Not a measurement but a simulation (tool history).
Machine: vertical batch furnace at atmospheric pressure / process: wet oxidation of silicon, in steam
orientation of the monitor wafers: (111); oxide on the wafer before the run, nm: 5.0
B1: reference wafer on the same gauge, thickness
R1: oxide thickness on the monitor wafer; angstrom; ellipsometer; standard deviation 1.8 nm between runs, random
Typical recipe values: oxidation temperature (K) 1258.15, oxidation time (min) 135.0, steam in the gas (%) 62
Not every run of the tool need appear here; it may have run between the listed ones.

run 1 hour=0.0 | oxidation_temperature_(K)=1258.15 oxidation_time_(min)=135.0 steam_in_the_gas_(%)=62 | B1=583.90 | R1=5512.8
run 2 hour=41.7 | oxidation_temperature_(K)=1258.15 oxidation_time_(min)=135.0 steam_in_the_gas_(%)=62 | B1=582.20 | R1=5506.4
run 3 hour=143.3 | oxidation_temperature_(K)=1258.15 oxidation_time_(min)=135.0 steam_in_the_gas_(%)=62 | B1=581.97 | R1=5499.9
run 4 hour=241.8 | oxidation_temperature_(K)=1258.15 oxidation_time_(min)=135.0 steam_in_the_gas_(%)=56 | B1=580.57 | R1=5140.7
run 5 hour=337.7 | oxidation_temperature_(K)=1258.15 oxidation_time_(min)=135.0 steam_in_the_gas_(%)=56 | B1=578.61 | R1=5158.2
run 6 hour=404.3 | oxidation_temperature_(K)=1258.15 oxidation_time_(min)=135.0 steam_in_the_gas_(%)=62 | B1=577.85 | R1=5452.6
run 7 hour=505.0 | oxidation_temperature_(K)=1258.15 oxidation_time_(min)=135.0 steam_in_the_gas_(%)=62 | B1=577.14 | R1=5445.6
run 8 hour=548.6 | oxidation_temperature_(K)=1258.15 oxidation_time_(min)=135.0 steam_in_the_gas_(%)=62 | B1=576.38 | R1=5447.2
run 9 hour=636.6 | oxidation_temperature_(K)=1258.15 oxidation_time_(min)=135.0 steam_in_the_gas_(%)=62 | B1=575.47 | R1=5433.3
run 10 hour=712.4 | oxidation_temperature_(K)=1258.15 oxidation_time_(min)=135.0 steam_in_the_gas_(%)=59 | B1=573.82 | R1=5285.5
run 11 hour=762.7 | oxidation_temperature_(K)=1258.15 oxidation_time_(min)=135.0 steam_in_the_gas_(%)=58 | B1=574.00 | R1=5209.4
run 12 hour=825.1 | oxidation_temperature_(K)=1270.15 oxidation_time_(min)=135.0 steam_in_the_gas_(%)=62 | B1=574.04 | R1=5773.0
-- hour=893.4 steam generator serviced
run 13 hour=900.8 | oxidation_temperature_(K)=1239.15 oxidation_time_(min)=200.0 steam_in_the_gas_(%)=53 | B1=572.38 | R1=5595.4
-- hour=944.5 gauge calibrated
run 14 hour=986.6 | oxidation_temperature_(K)=1258.15 oxidation_time_(min)=135.0 steam_in_the_gas_(%)=56 | B1=587.92 | R1=5180.2
-- hour=1056.0 thermocouples replaced and temperature profile calibrated
run 15 hour=1056.5 | oxidation_temperature_(K)=1258.15 oxidation_time_(min)=135.0 steam_in_the_gas_(%)=62 | B1=586.61 | R1=5553.6
run 16 hour=1087.1 | oxidation_temperature_(K)=1248.15 oxidation_time_(min)=181.5 steam_in_the_gas_(%)=53 | B1=585.63 | R1=5701.6
run 17 hour=1128.8 | oxidation_temperature_(K)=1241.15 oxidation_time_(min)=83.5 steam_in_the_gas_(%)=72 | B1=586.40 | R1=4042.3
run 18 hour=1191.1 | oxidation_temperature_(K)=1258.15 oxidation_time_(min)=135.0 steam_in_the_gas_(%)=58 | B1=584.64 | R1=5328.7
run 19 hour=1282.5 | oxidation_temperature_(K)=1258.15 oxidation_time_(min)=135.0 steam_in_the_gas_(%)=62 | B1=583.33 | R1=5519.0
run 20 hour=1319.2 | oxidation_temperature_(K)=1243.15 oxidation_time_(min)=179.0 steam_in_the_gas_(%)=55 | B1=583.75 | R1=5625.7
run 21 hour=1390.0 | oxidation_temperature_(K)=1258.15 oxidation_time_(min)=135.0 steam_in_the_gas_(%)=57 | B1=582.19 | R1=5229.3

Branching from run 21: 3 alternative next runs. What would each branch give?
run A hour=1396.3 | oxidation_temperature_(K)=1258.15 oxidation_time_(min)=135.0 steam_in_the_gas_(%)=62 | B1=? | R1=?
run B hour=1396.3 | oxidation_temperature_(K)=1270.15 oxidation_time_(min)=160.0 steam_in_the_gas_(%)=55 | B1=? | R1=?
run C hour=1396.3 | oxidation_temperature_(K)=1238.15 oxidation_time_(min)=110.5 steam_in_the_gas_(%)=51 | B1=? | R1=?

run=A B1=583.23 R1=5496.2
run=B B1=583.23 R1=6038.9
run=C B1=583.23 R1=3773.4
The same runs, with their run-to-run variation unchanged, on a tool lacking any hidden condition would have given:
run=A R1=5527.9
run=B R1=6073.7
run=C R1=3795.1
